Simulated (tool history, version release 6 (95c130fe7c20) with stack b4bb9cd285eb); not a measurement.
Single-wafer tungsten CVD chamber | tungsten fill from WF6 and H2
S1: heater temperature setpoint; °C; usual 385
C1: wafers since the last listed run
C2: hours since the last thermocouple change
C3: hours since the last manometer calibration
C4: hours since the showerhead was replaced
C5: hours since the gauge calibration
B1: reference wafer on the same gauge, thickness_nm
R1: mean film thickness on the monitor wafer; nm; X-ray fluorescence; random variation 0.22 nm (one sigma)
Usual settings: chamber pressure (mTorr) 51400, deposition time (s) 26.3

{"run": 1, "hour": 0.0, "S1": 385, "chamber pressure (mTorr)": 51400, "deposition time (s)": 26.3, "C1": 0, "C2": 2024.5, "C3": 1743.3, "C4": 3766.6, "C5": 309.3, "B1": 75.985, "R1": 77.888}
{"run": 2, "hour": 69.6, "S1": 385, "chamber pressure (mTorr)": 51400, "deposition time (s)": 26.3, "C1": 1062, "C2": 2094.1, "C3": 1812.9, "C4": 3836.2, "C5": 378.9, "B1": 75.974, "R1": 77.813}
{"run": 3, "hour": 84.9, "S1": 385, "chamber pressure (mTorr)": 51400, "deposition time (s)": 26.3, "C1": 233, "C2": 2109.4, "C3": 1828.2, "C4": 3851.5, "C5": 394.2, "B1": 76.007, "R1": 78.196}
{"run": 4, "hour": 111.5, "S1": 385, "chamber pressure (mTorr)": 51400, "deposition time (s)": 26.3, "C1": 405, "C2": 2136.0, "C3": 1854.8, "C4": 3878.1, "C5": 420.8, "B1": 76.056, "R1": 78.58}
{"run": 5, "hour": 144.2, "S1": 385, "chamber pressure (mTorr)": 51400, "deposition time (s)": 26.3, "C1": 499, "C2": 2168.7, "C3": 1887.5, "C4": 3910.8, "C5": 453.5, "B1": 75.965, "R1": 78.66}
{"run": 6, "hour": 165.9, "S1": 385, "chamber pressure (mTorr)": 51400, "deposition time (s)": 26.3, "C1": 331, "C2": 2190.4, "C3": 1909.2, "C4": 3932.5, "C5": 475.2, "B1": 76.018, "R1": 78.804}
{"run": 7, "hour": 184.1, "S1": 385, "chamber pressure (mTorr)": 51400, "deposition time (s)": 26.3, "C1": 277, "C2": 2208.6, "C3": 1927.4, "C4": 3950.7, "C5": 493.4, "B1": 75.967, "R1": 78.542}
{"run": 8, "hour": 204.5, "S1": 385, "chamber pressure (mTorr)": 51400, "deposition time (s)": 26.3, "C1": 311, "C2": 2229.0, "C3": 1947.8, "C4": 3971.1, "C5": 513.8, "B1": 76.037, "R1": 78.346}
{"run": 9, "hour": 238.2, "S1": 385, "chamber pressure (mTorr)": 51400, "deposition time (s)": 26.3, "C1": 514, "C2": 2262.7, "C3": 1981.5, "C4": 4004.8, "C5": 547.5, "B1": 75.954, "R1": 79.016}
{"hour": 252.7, "done": "capacitance manometer re-zeroed and calibrated"}
{"run": 10, "hour": 257.7, "S1": 390, "chamber pressure (mTorr)": 51400, "deposition time (s)": 26.3, "C1": 175, "C2": 2282.2, "C3": 5.0, "C4": 4024.3, "C5": 567.0, "B1": 75.934, "R1": 84.44}
{"run": 11, "hour": 270.4, "S1": 390, "chamber pressure (mTorr)": 51400, "deposition time (s)": 26.3, "C1": 193, "C2": 2294.9, "C3": 17.7, "C4": 4037.0, "C5": 579.7, "B1": 76.025, "R1": 85.384}
{"hour": 300.0, "done": "thermocouple changed; heater temperature recalibrated"}
{"run": 12, "hour": 300.5, "S1": 385, "chamber pressure (mTorr)": 51400, "deposition time (s)": 26.3, "C1": 337, "C2": 0.5, "C3": 47.8, "C4": 4067.1, "C5": 609.8, "B1": 75.986, "R1": 69.819}
{"run": 13, "hour": 314.9, "S1": 385, "chamber pressure (mTorr)": 51400, "deposition time (s)": 26.3, "C1": 219, "C2": 14.9, "C3": 62.2, "C4": 4081.5, "C5": 624.2, "B1": 75.945, "R1": 69.948}
{"run": 14, "hour": 329.8, "S1": 385, "chamber pressure (mTorr)": 45200, "deposition time (s)": 26.3, "C1": 227, "C2": 29.8, "C3": 77.1, "C4": 4096.4, "C5": 639.1, "B1": 76.027, "R1": 66.572}
{"run": 15, "hour": 347.9, "S1": 385, "chamber pressure (mTorr)": 45200, "deposition time (s)": 26.3, "C1": 276, "C2": 47.9, "C3": 95.2, "C4": 4114.5, "C5": 657.2, "B1": 76.038, "R1": 66.739}
{"run": 16, "hour": 368.2, "S1": 385, "chamber pressure (mTorr)": 57600, "deposition time (s)": 23.3, "C1": 309, "C2": 68.2, "C3": 115.5, "C4": 4134.8, "C5": 677.5, "B1": 75.966, "R1": 64.557}
{"run": 17, "hour": 388.4, "S1": 385, "chamber pressure (mTorr)": 51400, "deposition time (s)": 26.3, "C1": 308, "C2": 88.4, "C3": 135.7, "C4": 4155.0, "C5": 697.7, "B1": 76.036, "R1": 69.82}
{"run": 18, "hour": 411.4, "S1": 385, "chamber pressure (mTorr)": 56700, "deposition time (s)": 30.5, "C1": 351, "C2": 111.4, "C3": 158.7, "C4": 4178.0, "C5": 720.7, "B1": 76.097, "R1": 84.695}
{"run": 19, "hour": 423.8, "S1": 385, "chamber pressure (mTorr)": 51400, "deposition time (s)": 23.8, "C1": 189, "C2": 123.8, "C3": 171.1, "C4": 4190.4, "C5": 733.1, "B1": 76.027, "R1": 63.365}
{"run": 20, "hour": 523.9, "S1": 372, "chamber pressure (mTorr)": 42900, "deposition time (s)": 27.8, "C1": 1527, "C2": 223.9, "C3": 271.2, "C4": 4290.5, "C5": 833.2, "B1": 75.994, "R1": 51.417}
{"hour": 532.4, "done": "gauge calibrated"}
{"run": 21, "hour": 546.6, "S1": 385, "chamber pressure (mTorr)": 51400, "deposition time (s)": 26.3, "C1": 346, "C2": 246.6, "C3": 293.9, "C4": 4313.2, "C5": 14.2, "B1": 75.93, "R1": 70.322}
{"run": 22, "hour": 580.8, "S1": 396, "chamber pressure (mTorr)": 57300, "deposition time (s)": 23.5, "C1": 521, "C2": 280.8, "C3": 328.1, "C4": 4347.4, "C5": 48.4, "B1": 76.044, "R1": 83.4}
{"run": 23, "hour": 603.3, "S1": 385, "chamber pressure (mTorr)": 51400, "deposition time (s)": 26.3, "C1": 343, "C2": 303.3, "C3": 350.6, "C4": 4369.9, "C5": 70.9, "B1": 75.994, "R1": 70.972}
{"hour": 659.4, "done": "showerhead replaced"}
{"run": 24, "hour": 682.4, "S1": 373, "chamber pressure (mTorr)": 51400, "deposition time (s)": 29.3, "C1": 1085, "C2": 382.4, "C3": 429.7, "C4": 23.0, "C5": 150.0, "B1": 76.036, "R1": 60.006}
{"run": 25, "hour": 703.8, "S1": 385, "chamber pressure (mTorr)": 63400, "deposition time (s)": 29.6, "C1": 326, "C2": 403.8, "C3": 451.1, "C4": 44.4, "C5": 171.4, "B1": 75.987, "R1": 86.998}
{"run": 26, "hour": 723.0, "S1": 385, "chamber pressure (mTorr)": 51400, "deposition time (s)": 26.3, "C1": 293, "C2": 423.0, "C3": 470.3, "C4": 63.6, "C5": 190.6, "B1": 76.04, "R1": 70.92}
{"run": 27, "hour": 746.3, "S1": 379, "chamber pressure (mTorr)": 51400, "deposition time (s)": 26.3, "C1": 355, "C2": 446.3, "C3": 493.6, "C4": 86.9, "C5": 213.9, "B1": 75.992, "R1": 61.764}
{"run": 28, "hour": 762.4, "S1": 373, "chamber pressure (mTorr)": 54700, "deposition time (s)": 30.4, "C1": 245, "C2": 462.4, "C3": 509.7, "C4": 103.0, "C5": 230.0, "B1": 76.033, "R1": 63.924}
{"run": 29, "hour": 775.3, "S1": 396, "chamber pressure (mTorr)": 43100, "deposition time (s)": 29.6, "C1": 196, "C2": 475.3, "C3": 522.6, "C4": 115.9, "C5": 242.9, "B1": 76.084, "R1": 95.519}
{"run": 30, "hour": 792.3, "S1": 377, "chamber pressure (mTorr)": 41600, "deposition time (s)": 24.2, "C1": 259, "C2": 492.3, "C3": 539.6, "C4": 132.9, "C5": 259.9, "B1": 75.959, "R1": 50.637}
{"run": 31, "hour": 816.8, "S1": 385, "chamber pressure (mTorr)": 51400, "deposition time (s)": 31.5, "C1": 373, "C2": 516.8, "C3": 564.1, "C4": 157.4, "C5": 284.4, "B1": 76.002, "R1": 85.481}
{"run": 32, "hour": 829.4, "S1": 385, "chamber pressure (mTorr)": 42200, "deposition time (s)": 23.3, "C1": 192, "C2": 529.4, "C3": 576.7, "C4": 170.0, "C5": 297.0, "B1": 75.991, "R1": 58.792}
{"run": 33, "hour": 851.2, "S1": 397, "chamber pressure (mTorr)": 45000, "deposition time (s)": 24.2, "C1": 332, "C2": 551.2, "C3": 598.5, "C4": 191.8, "C5": 318.8, "B1": 76.009, "R1": 80.894}
{"run": 34, "hour": 866.8, "S1": 392, "chamber pressure (mTorr)": 56100, "deposition time (s)": 21.5, "C1": 238, "C2": 566.8, "C3": 614.1, "C4": 207.4, "C5": 334.4, "B1": 75.913, "R1": 70.781}
{"run": 35, "hour": 887.0, "S1": 377, "chamber pressure (mTorr)": 46300, "deposition time (s)": 22.5, "C1": 308, "C2": 587.0, "C3": 634.3, "C4": 227.6, "C5": 354.6, "B1": 76.013, "R1": 49.046}

Some steps in R1 between neighbouring runs. How much of each would the tool show without its hidden state too (settings, what came in, random variation), and how much is left for the hidden state, with any gauge scatter that isn't in both results?
The hidden state here: wafer temperature above the value expected at the setpoint (K); true pressure above the setpoint (%); gauge reads high (%).
Run 9 -> 10: S1 385 -> 390, capacitance manometer re-zeroed and calibrated. R1 +5.424 nm: hidden state -2.425, all else +7.849.
Run 11 -> 12: S1 390 -> 385, thermocouple changed; heater temperature recalibrated. R1 -15.565 nm: hidden state -6.769, all else -8.796.
Run 28 -> 29: S1 373 -> 396, chamber pressure (mTorr) 54700 -> 43100, deposition time (s) 30.4 -> 29.6. R1 +31.595 nm: hidden state +0.445, all else +31.150.
Run 29 -> 30: S1 396 -> 377, chamber pressure (mTorr) 43100 -> 41600, deposition time (s) 29.6 -> 24.2. R1 -44.882 nm: hidden state -0.588, all else -44.294.
Run 30 -> 31: S1 377 -> 385, chamber pressure (mTorr) 41600 -> 51400, deposition time (s) 24.2 -> 31.5. R1 +34.844 nm: hidden state +0.657, all else +34.187.
